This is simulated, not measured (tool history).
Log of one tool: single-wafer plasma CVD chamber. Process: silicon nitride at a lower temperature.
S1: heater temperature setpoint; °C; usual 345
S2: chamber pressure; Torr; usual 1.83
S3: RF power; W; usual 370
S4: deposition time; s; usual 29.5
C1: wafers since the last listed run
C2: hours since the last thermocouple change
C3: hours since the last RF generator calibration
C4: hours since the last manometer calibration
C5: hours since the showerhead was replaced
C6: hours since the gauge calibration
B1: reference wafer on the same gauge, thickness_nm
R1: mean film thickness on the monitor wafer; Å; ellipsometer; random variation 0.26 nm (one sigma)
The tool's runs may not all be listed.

run     day   S1    S2   S3    S4    C1      C2      C3      C4      C5      C6      B1      R1
  1       0  354  1.68  370  29.5     0   918.7    1432  2854.4  4741.4  1892.4  38.808  454.04
  2   2.529  354  1.68  370  29.5  1297   979.4  1492.7  2915.1  4802.1  1953.1  38.817  448.22
  3   4.979  354  1.68  370  29.5  1256  1038.2  1551.5  2973.9  4860.9  2011.9   38.79  453.43
  4   7.221  340  1.83  330  29.5  1149    1092  1605.3  3027.7  4914.7  2065.7  38.769  411.04
     10.312  -- RF generator calibrated
  5  10.333  340  1.83  330  29.5  1425  1166.7     0.5  3102.4  4989.4  2140.4  38.771  414.72
  6  12.425  340  1.83  330  29.5  1072  1216.9    50.7  3152.6  5039.6  2190.6  38.812  415.62
  7  14.029  345  2.16  370  29.5   822  1255.4    89.2  3191.1  5078.1  2229.1  38.805  478.54
     15.562  -- thermocouple changed; heater temperature recalibrated
  8  16.275  345  2.16  370  29.5   981    17.1   143.1    3245    5132    2283  38.794  482.44
     17.692  -- capacitance manometer re-zeroed and calibrated
  9  18.067  345  1.83  370  29.5   748    60.1   186.1       9    5175    2326  38.778  462.56
 10  19.246  345  1.83  370  29.5   604    88.4   214.4    37.3  5203.3  2354.3   38.81  468.58
     20.512  -- gauge calibrated
 11  21.125  345   1.7  370  29.5   963   133.5   259.5    82.4  5248.4    14.7  38.801  451.13
 12  23.571  345  1.83  370  29.5  1254   192.2   318.2   141.1  5307.1    73.4   38.78  465.84
 13  24.758  354  1.83  370  29.5   609   220.7   346.7   169.6  5335.6   101.9  38.799  461.09
 14  27.104  345  1.83  370  29.5  1203     277     403   225.9  5391.9   158.2  38.782  461.52
 15  29.925  337   1.5  390  29.5  1447   344.7   470.7   293.6  5459.6   225.9  38.757  464.28
 16  31.425  345  2.13  370  33.9   769   380.7   506.7   329.6  5495.6   261.9  38.815  554.31
 17   33.05  345  1.83  370  29.5   833   419.7   545.7   368.6  5534.6   300.9  38.812  465.53
     35.146  -- showerhead replaced
 18  39.604  345  2.25  370  29.5  3191     577     703   525.9     107   458.2  38.825  490.67
 19  41.292  335  1.83  370  25.2   865   617.5   743.5   566.4   147.5   498.7  38.796  397.73
 20  44.471  345  1.83  370  29.5  1630   693.8   819.8   642.7   223.8     575  38.784  457.02
 21  47.075  358  1.83  350  33.4  1335   756.3   882.3   705.2   286.3   637.5  38.788  497.37
 22  48.362  345  1.83  370  33.8   660   787.2   913.2   736.1   317.2   668.4  38.803  526.05
 23  52.529  331  1.95  430  33.2  2137   887.2  1013.2   836.1   417.2   768.4  38.825  613.73
 24  54.404  352  1.83  370  29.5   961   932.2  1058.2   881.1   462.2   813.4  38.813  457.39
 25  56.479  338  1.99  370  29.5  1064     982    1108   930.9     512   863.2  38.774  475.77
 26  58.262  345  1.83  370  29.5   914  1024.8  1150.8   973.7   554.8     906  38.803  466.85
 27  60.983  345  2.08  405  29.5  1395  1090.1  1216.1    1039   620.1   971.3  38.801  522.02
 28  63.433  330  1.83  420  31.8  1256  1148.9  1274.9  1097.8   678.9  1030.1  38.819  565.59
 29   65.75  340  1.42  335  27.8  1188  1204.5  1330.5  1153.4   734.5  1085.7  38.832  370.62

Hidden state at the last listed run before each entry between runs and at the first one after, where it differs:
Between runs 4 and 5: RF generator calibrated (day 10.312)
  no hidden state differs between the two runs
Between runs 7 and 8: thermocouple changed; heater temperature recalibrated (day 15.562)
  no hidden state differs between the two runs
Between runs 8 and 9: capacitance manometer re-zeroed and calibrated (day 17.692)
  no hidden state differs between the two runs
Between runs 10 and 11: gauge calibrated (day 20.512)
  no hidden state differs between the two runs
Between runs 17 and 18: showerhead replaced (day 35.146)
  no hidden state differs between the two runs
